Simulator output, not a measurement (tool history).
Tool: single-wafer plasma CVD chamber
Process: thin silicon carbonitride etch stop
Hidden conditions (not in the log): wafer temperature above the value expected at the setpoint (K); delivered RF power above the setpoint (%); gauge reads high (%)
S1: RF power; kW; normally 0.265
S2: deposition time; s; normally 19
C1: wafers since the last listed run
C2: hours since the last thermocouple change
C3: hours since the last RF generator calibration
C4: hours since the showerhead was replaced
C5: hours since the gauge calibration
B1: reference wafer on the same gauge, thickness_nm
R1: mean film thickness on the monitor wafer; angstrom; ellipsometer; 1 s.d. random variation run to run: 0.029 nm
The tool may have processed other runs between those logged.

run	hour	S1	S2	C1	C2	C3	C4	C5	B1	R1
1	0	0.265	19	0	1128	1866	2763.9	1872.4	9.699	116.93
2	98.2	0.265	19	3037	1226.2	1964.2	2862.1	1970.6	9.704	117.02
3	139.2	0.265	19	1268	1267.2	2005.2	2903.1	2011.6	9.7	116.86
4	227	0.225	16.7	2715	1355	2093	2990.9	2099.4	9.694	100.44
5	283.9	0.225	16.7	1759	1411.9	2149.9	3047.8	2156.3	9.697	100.4
6	331	0.265	19	1456	1459	2197	3094.9	2203.4	9.702	116.55
7	570.6	0.265	19	7410	1698.6	2436.6	3334.5	2443	9.696	116.37
8	675.6	0.265	19	3247	1803.6	2541.6	3439.5	2548	9.705	116.5
9	723.5	0.265	20.4	1481	1851.5	2589.5	3487.4	2595.9	9.701	124.46
10	830.9	0.23	19	3321	1958.9	2696.9	3594.8	2703.3	9.708	113.09
# hour 843.9: RF generator calibrated
11	908.6	0.265	16.1	2155	2036.6	64.7	3672.5	2781	9.692	99.5
# hour 963.3: gauge calibrated
12	1010.1	0.265	16.1	3139	2138.1	166.2	3774	46.8	9.702	99.77
13	1106.1	0.265	16.1	2969	2234.1	262.2	3870	142.8	9.696	100.25
14	1258.6	0.25	17.2	4716	2386.6	414.7	4022.5	295.3	9.701	105.69
15	1296.3	0.315	16.4	1166	2424.3	452.4	4060.2	333	9.705	104.27
16	1386	0.28	17.4	2774	2514	542.1	4149.9	422.7	9.692	109.05
17	1433.8	0.29	16.4	1478	2561.8	589.9	4197.7	470.5	9.695	103.08
18	1533.4	0.23	17.3	3080	2661.4	689.5	4297.3	570.1	9.697	105.25
# hour 1638.7: thermocouple changed; heater temperature recalibrated
19	1639.8	0.25	21.2	3043	1.1	795.9	4403.7	676.5	9.702	130.2
20	1697.6	0.3	20.6	1787	58.9	853.7	4461.5	734.3	9.693	129.76
21	1771.8	0.235	16.4	2294	133.1	927.9	4535.7	808.5	9.695	99.52
# hour 1785.2: showerhead replaced
22	1812.4	0.265	19	1008	173.7	968.5	27.2	849.1	9.703	117.98
23	1898.8	0.3	20.4	2672	260.1	1054.9	113.6	935.5	9.698	128.92
24	1967.9	0.265	16.1	2137	329.2	1124	182.7	1004.6	9.699	99.17
25	2037.9	0.235	17.7	2165	399.2	1194	252.7	1074.6	9.696	107.3
26	2099.9	0.235	19	1917	461.2	1256	314.7	1136.6	9.7	115.24
27	2323.3	0.295	21.2	6909	684.6	1479.4	538.1	1360	9.704	133.57
28	2387.4	0.235	16.8	1982	748.7	1543.5	602.2	1424.1	9.697	102.32
29	2434.2	0.295	22.2	1447	795.5	1590.3	649	1470.9	9.703	138.88
30	2515.3	0.265	19	2508	876.6	1671.4	730.1	1552	9.703	116.97
31	2620.3	0.295	18	3247	981.6	1776.4	835.1	1657	9.699	112.69
32	2713.1	0.31	19	2870	1074.4	1869.2	927.9	1749.8	9.701	119.68
33	2817	0.3	20.8	3213	1178.3	1973.1	1031.8	1853.7	9.704	130.71
34	2870.8	0.305	16.4	1664	1232.1	2026.9	1085.6	1907.5	9.699	103.44
35	2925.3	0.265	19	1685	1286.6	2081.4	1140.1	1962	9.704	116.69

4 ways to go on from here, each from the tool as it stands after run 35. What would each give?
A	2925.7	0.245	19	12	1287	2081.8	1140.5	1962.4	?	?
B	2925.7	0.3	16.1	12	1287	2081.8	1140.5	1962.4	?	?
C	2925.7	0.225	16.8	12	1287	2081.8	1140.5	1962.4	?	?
D	2925.7	0.23	21.5	12	1287	2081.8	1140.5	1962.4	?	?

run	B1	R1
A	9.701	114.97
B	9.701	100.47
C	9.701	100.45
D	9.701	128.94
Stripped of hidden state, with their random variation kept, the same runs would have yielded:
run	R1
A	116
B	101.36
C	101.35
D	130.09

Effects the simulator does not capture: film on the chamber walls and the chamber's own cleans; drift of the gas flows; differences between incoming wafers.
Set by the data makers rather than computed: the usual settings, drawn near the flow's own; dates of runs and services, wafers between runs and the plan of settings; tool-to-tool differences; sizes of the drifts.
